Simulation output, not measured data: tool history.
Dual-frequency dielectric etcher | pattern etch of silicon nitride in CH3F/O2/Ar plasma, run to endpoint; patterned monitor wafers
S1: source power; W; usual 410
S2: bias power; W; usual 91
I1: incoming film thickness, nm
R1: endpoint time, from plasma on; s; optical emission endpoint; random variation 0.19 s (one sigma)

{"run": 1, "hour": 0.0, "S1": 410, "S2": 91, "I1": 49.87, "R1": 63}
{"run": 2, "hour": 18.9, "S1": 410, "S2": 91, "I1": 49.65, "R1": 63.3}
{"run": 3, "hour": 46.3, "S1": 440, "S2": 91, "I1": 49.88, "R1": 61.7}
{"run": 4, "hour": 74.7, "S1": 440, "S2": 91, "I1": 50.67, "R1": 62.7}
{"run": 5, "hour": 99.5, "S1": 410, "S2": 73, "I1": 49.77, "R1": 69.2}
{"run": 6, "hour": 116.6, "S1": 410, "S2": 73, "I1": 49.23, "R1": 68.5}
{"run": 7, "hour": 130.8, "S1": 410, "S2": 91, "I1": 50.4, "R1": 64}
{"run": 8, "hour": 162.9, "S1": 410, "S2": 91, "I1": 49.78, "R1": 63.5}
{"run": 9, "hour": 180.7, "S1": 410, "S2": 91, "I1": 49.98, "R1": 63.5}
{"run": 10, "hour": 199.0, "S1": 410, "S2": 91, "I1": 50.61, "R1": 64.6}
{"run": 11, "hour": 219.5, "S1": 410, "S2": 91, "I1": 50.51, "R1": 64.1}
{"hour": 262.3, "done": "upper electrode replaced"}
{"run": 12, "hour": 262.8, "S1": 440, "S2": 78, "I1": 49.81, "R1": 66.2}
{"run": 13, "hour": 277.0, "S1": 360, "S2": 91, "I1": 49.7, "R1": 66.2}
{"run": 14, "hour": 306.4, "S1": 410, "S2": 91, "I1": 49.99, "R1": 64.1}
{"run": 15, "hour": 330.0, "S1": 410, "S2": 91, "I1": 49.46, "R1": 63.3}
{"hour": 337.2, "done": "bias power generator calibrated"}
{"run": 16, "hour": 360.5, "S1": 410, "S2": 91, "I1": 49.63, "R1": 63.5}
{"hour": 386.4, "done": "wet clean of the chamber"}
{"run": 17, "hour": 386.9, "S1": 450, "S2": 105, "I1": 50.18, "R1": 58}
{"run": 18, "hour": 408.5, "S1": 410, "S2": 91, "I1": 50.36, "R1": 63.6}
{"hour": 424.9, "done": "source power generator calibrated"}
{"run": 19, "hour": 443.5, "S1": 330, "S2": 103, "I1": 50.47, "R1": 65.4}
{"run": 20, "hour": 462.8, "S1": 410, "S2": 91, "I1": 50.06, "R1": 63.8}
{"run": 21, "hour": 538.3, "S1": 360, "S2": 106, "I1": 49.79, "R1": 62.2}
{"run": 22, "hour": 573.8, "S1": 330, "S2": 68, "I1": 49.93, "R1": 77.1}
{"run": 23, "hour": 603.5, "S1": 440, "S2": 111, "I1": 50.33, "R1": 57.6}

Forecast each of these 3 alternatives for the next run:
{"run": "A", "hour": 603.9, "S1": 410, "S2": 100, "I1": 49.68, "R1": "?"}
{"run": "B", "hour": 603.9, "S1": 490, "S2": 106, "I1": 49.68, "R1": "?"}
{"run": "C", "hour": 603.9, "S1": 410, "S2": 80, "I1": 49.68, "R1": "?"}

run=A R1=60.8
run=B R1=55.9
run=C R1=66.5
Without the tool's hidden state the same runs would have given:
run=A R1=60.4
run=B R1=55.5
run=C R1=66

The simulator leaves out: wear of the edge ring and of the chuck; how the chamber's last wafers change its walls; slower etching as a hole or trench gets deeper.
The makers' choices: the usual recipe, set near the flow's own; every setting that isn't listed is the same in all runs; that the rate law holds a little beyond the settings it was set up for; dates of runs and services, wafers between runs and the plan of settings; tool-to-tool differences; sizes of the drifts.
